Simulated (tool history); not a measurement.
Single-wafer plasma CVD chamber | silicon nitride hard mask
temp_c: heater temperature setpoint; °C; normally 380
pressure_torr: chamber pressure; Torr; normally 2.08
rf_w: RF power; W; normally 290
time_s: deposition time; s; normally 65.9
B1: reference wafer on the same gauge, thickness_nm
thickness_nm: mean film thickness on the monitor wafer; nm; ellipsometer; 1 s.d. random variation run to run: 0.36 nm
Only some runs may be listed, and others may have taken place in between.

Run 1, day 0.000: usual settings but pressure_torr 2.48 Torr; B1 89.103. Result: thickness_nm 80.140 nm.
Run 2, day 2.333: usual settings but pressure_torr 2.48 Torr; B1 89.048. Result: thickness_nm 80.582 nm.
Run 3, day 4.017: usual settings but temp_c 385 °C, pressure_torr 1.76 Torr; B1 89.088. Result: thickness_nm 73.948 nm.
Run 4, day 6.662: usual settings but temp_c 385 °C, pressure_torr 1.76 Torr; B1 89.234. Result: thickness_nm 73.897 nm.
Run 5, day 8.821: usual settings but temp_c 385 °C, pressure_torr 1.76 Torr; B1 89.135. Result: thickness_nm 74.888 nm.
Run 6, day 10.792: usual settings; B1 89.159. Result: thickness_nm 76.708 nm.
At day 13.838: RF generator calibrated.
Run 7, day 15.858: usual settings; B1 89.060. Result: thickness_nm 79.562 nm.
Run 8, day 18.162: usual settings; B1 89.104. Result: thickness_nm 79.857 nm.
Run 9, day 26.925: usual settings but temp_c 392 °C, time_s 76.0 s; B1 89.019. Result: thickness_nm 90.800 nm.
At day 27.908: gauge calibrated.
At day 28.533: thermocouple changed; heater temperature recalibrated.
Run 10, day 29.700: usual settings but time_s 71.0 s; B1 89.175. Result: thickness_nm 85.680 nm.
Run 11, day 32.396: usual settings but time_s 60.9 s; B1 88.988. Result: thickness_nm 73.297 nm.
Run 12, day 34.792: usual settings but temp_c 374 °C, pressure_torr 2.32 Torr, time_s 53.1 s; B1 89.037. Result: thickness_nm 64.730 nm.
Run 13, day 37.388: usual settings; B1 89.019. Result: thickness_nm 79.439 nm.
Run 14, day 40.138: usual settings but temp_c 385 °C, pressure_torr 1.62 Torr, rf_w 340 W, time_s 73.3 s; B1 89.050. Result: thickness_nm 93.830 nm.
At day 41.821: capacitance manometer re-zeroed and calibrated.
Run 15, day 42.975: usual settings but pressure_torr 1.86 Torr, time_s 61.4 s; B1 89.074. Result: thickness_nm 71.869 nm.
At day 43.725: showerhead replaced.
Run 16, day 44.700: usual settings; B1 89.115. Result: thickness_nm 78.866 nm.
Run 17, day 46.812: usual settings but pressure_torr 2.52 Torr, rf_w 265 W, time_s 70.9 s; B1 89.018. Result: thickness_nm 81.830 nm.
Run 18, day 48.796: usual settings but pressure_torr 2.43 Torr, rf_w 235 W; B1 88.969. Result: thickness_nm 68.648 nm.
Run 19, day 50.912: usual settings; B1 89.190. Result: thickness_nm 78.307 nm.
Run 20, day 53.100: usual settings; B1 89.098. Result: thickness_nm 78.776 nm.
Run 21, day 54.700: usual settings but temp_c 392 °C, pressure_torr 1.83 Torr, rf_w 305 W, time_s 54.7 s; B1 89.026. Result: thickness_nm 66.253 nm.
Run 22, day 56.792: usual settings but temp_c 375 °C; B1 89.165. Result: thickness_nm 79.146 nm.
Run 23, day 58.138: usual settings; B1 89.087. Result: thickness_nm 77.604 nm.
Run 24, day 61.071: usual settings; B1 89.116. Result: thickness_nm 78.547 nm.
Run 25, day 63.917: usual settings but time_s 73.3 s; B1 89.127. Result: thickness_nm 87.202 nm.
Run 26, day 65.846: usual settings but pressure_torr 1.63 Torr, time_s 73.4 s; B1 89.037. Result: thickness_nm 82.541 nm.
Run 27, day 68.833: usual settings but temp_c 393 °C, rf_w 235 W; B1 89.187. Result: thickness_nm 64.981 nm.
Run 28, day 71.075: usual settings but temp_c 391 °C, pressure_torr 2.33 Torr, rf_w 325 W; B1 89.044. Result: thickness_nm 86.500 nm.

Forecast each of these 5 alternatives for the next run:
Run A, day 71.092: usual settings but pressure_torr 2.22 Torr; B1 ?. Result: thickness_nm ?.
Run B, day 71.092: usual settings but pressure_torr 1.59 Torr, rf_w 325 W, time_s 55.6 s; B1 ?. Result: thickness_nm ?.
Run C, day 71.092: usual settings but temp_c 385 °C, pressure_torr 2.27 Torr, rf_w 320 W, time_s 56.6 s; B1 ?. Result: thickness_nm ?.
Run D, day 71.092: usual settings but temp_c 384 °C, pressure_torr 2.46 Torr, rf_w 240 W, time_s 54.6 s; B1 ?. Result: thickness_nm ?.
Run E, day 71.092: usual settings but temp_c 388 °C; B1 ?. Result: thickness_nm ?.

run      B1  thickness_nm
  A  89.069        79.406
  B  89.069        68.410
  C  89.069        73.692
  D  89.069        57.371
  E  89.069        78.100
Without the tool's hidden state the same runs would have given:
run  thickness_nm
  A        81.614
  B        70.253
  C        75.678
  D        59.102
  E        80.272
